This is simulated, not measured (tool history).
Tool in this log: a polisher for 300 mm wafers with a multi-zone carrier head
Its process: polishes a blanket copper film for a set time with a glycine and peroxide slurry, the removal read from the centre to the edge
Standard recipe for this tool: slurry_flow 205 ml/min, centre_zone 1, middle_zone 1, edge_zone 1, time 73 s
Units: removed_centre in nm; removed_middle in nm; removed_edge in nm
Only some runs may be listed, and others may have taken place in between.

run	hour	slurry_flow	centre_zone	middle_zone	edge_zone	time	wafers since the last listed run	wafers polished on this pad	hours since the slurry nozzle was cleaned	hours since the centre zone pressure was calibrated	hours since the edge zone pressure was calibrated	hours since the carrier head's membrane was replaced	incoming thickness of the incoming film, nm	removed_centre	removed_middle	removed_edge
1	0	205	1	1.05	1	56	0	879	462.9	57.5	291.8	843.2	1688.1	306.9	309	296
2	29.9	205	1	1	1	73	267	1147	492.8	87.4	321.7	873.1	1672.5	408.7	386.2	379.7
# hour 46.2: worn pad replaced by a new one
3	56	205	1	1	1	73	197	87	518.9	113.5	347.8	899.2	1688.9	402.4	381.3	389.7
# hour 77.6: carrier head's membrane replaced by a new one
4	90.4	205	1	1	1	73	263	350	553.3	147.9	382.2	12.8	1655.1	410.6	386.1	382.6
5	105	205	1	1	1	73	130	481	567.9	162.5	396.8	27.4	1706.9	415.7	384.2	388
6	126.5	255	1	1	1	73	192	673	589.4	184	418.3	48.9	1709.9	422.5	396.7	398.5
7	146.8	205	0.92	1	1	73	181	855	609.7	204.3	438.6	69.2	1695.5	383.8	399.3	378.5
8	168.9	260	0.89	0.94	0.93	73	197	1052	631.8	226.4	460.7	91.3	1677.1	382.4	382.3	387.6
# hour 180.8: slurry nozzle cleaned
# hour 200.6: worn pad replaced by a new one
9	204.2	205	0.96	1	1	81	271	32	23.4	261.7	496	126.6	1662.2	441.3	441.7	424
10	218.6	205	0.92	1	1	92	128	161	37.8	276.1	510.4	141	1683.3	481.6	485.8	485
11	250.4	205	1	1	1	73	284	445	69.6	307.9	542.2	172.8	1697.6	425.9	383.2	380.3
12	264.5	205	0.96	1	1	81	126	572	83.7	322	556.3	186.9	1695.3	452	436	426.1
# hour 279.5: edge zone pressure recalibrated
# hour 298.2: centre zone pressure recalibrated
13	299.9	205	1.09	1	1	73	280	852	119.1	1.7	20.4	222.3	1685.5	426.6	387.3	385.2
14	370.6	275	1	1.09	0.91	73	632	1485	189.8	72.4	91.1	293	1702	420.9	435.5	384
# hour 378: worn pad replaced by a new one
15	398	205	1.07	1	0.93	73	209	179	217.2	99.8	118.5	320.4	1708.2	424.6	375.6	372.3
16	434	205	1	0.89	1	73	322	501	253.2	135.8	154.5	356.4	1719.4	410.2	348.7	387.6
17	457.7	205	1	1	1	73	212	713	276.9	159.5	178.2	380.1	1682.6	401.4	387.9	383.3
18	482.5	205	1.06	0.89	0.93	73	221	935	301.7	184.3	203	404.9	1680.1	438	364.4	379.1
19	507	205	1	1	1.1	73	219	1154	326.2	208.8	227.5	429.4	1703	416.3	396.7	395.4
20	537.7	265	1	0.92	1	73	274	1429	356.9	239.5	258.2	460.1	1707.8	429.6	374.6	401.4
# hour 555.1: worn pad replaced by a new one
21	560	205	1	0.9	1	73	163	43	379.2	261.8	280.5	482.4	1678.8	411.5	345.3	386.2
22	579.4	255	1	1	1.05	73	173	217	398.6	281.2	299.9	501.8	1686.4	428.6	396.9	402.7

Describe how what the log doesn't record of the tool's condition differs between the last listed run preceding each entry between runs and the first listed run following it.
From run 2 to run 3: worn pad replaced by a new one (hour 46.2)
  deviation of the centre zone's pressure from its setpoint, %: 1.51 -> 1.97
  measured minus no-state result, removed_centre: +6.1 -> +7.8 nm
From run 3 to run 4: carrier head's membrane replaced by a new one (hour 77.6)
  deviation of the centre zone's pressure from its setpoint, %: 1.97 -> 2.57
  measured minus no-state result, removed_centre: +7.8 -> +10.4 nm
From run 8 to run 9: slurry nozzle cleaned (hour 180.8); worn pad replaced by a new one (hour 200.6)
  deviation of the centre zone's pressure from its setpoint, %: 3.95 -> 4.57
  measured minus no-state result, removed_centre: +14.8 -> +19.5 nm
From run 12 to run 13: edge zone pressure recalibrated (hour 279.5); centre zone pressure recalibrated (hour 298.2)
  deviation of the centre zone's pressure from its setpoint, %: 5.63 -> -0.091
  measured minus no-state result, removed_centre: +24.3 -> -0.4 nm
From run 14 to run 15: worn pad replaced by a new one (hour 378)
  deviation of the centre zone's pressure from its setpoint, %: 1.15 -> 1.63
  measured minus no-state result, removed_centre: +4.8 -> +6.8 nm
From run 20 to run 21: worn pad replaced by a new one (hour 555.1)
  deviation of the centre zone's pressure from its setpoint, %: 4.09 -> 4.48
  measured minus no-state result, removed_centre: +17 -> +17.7 nm
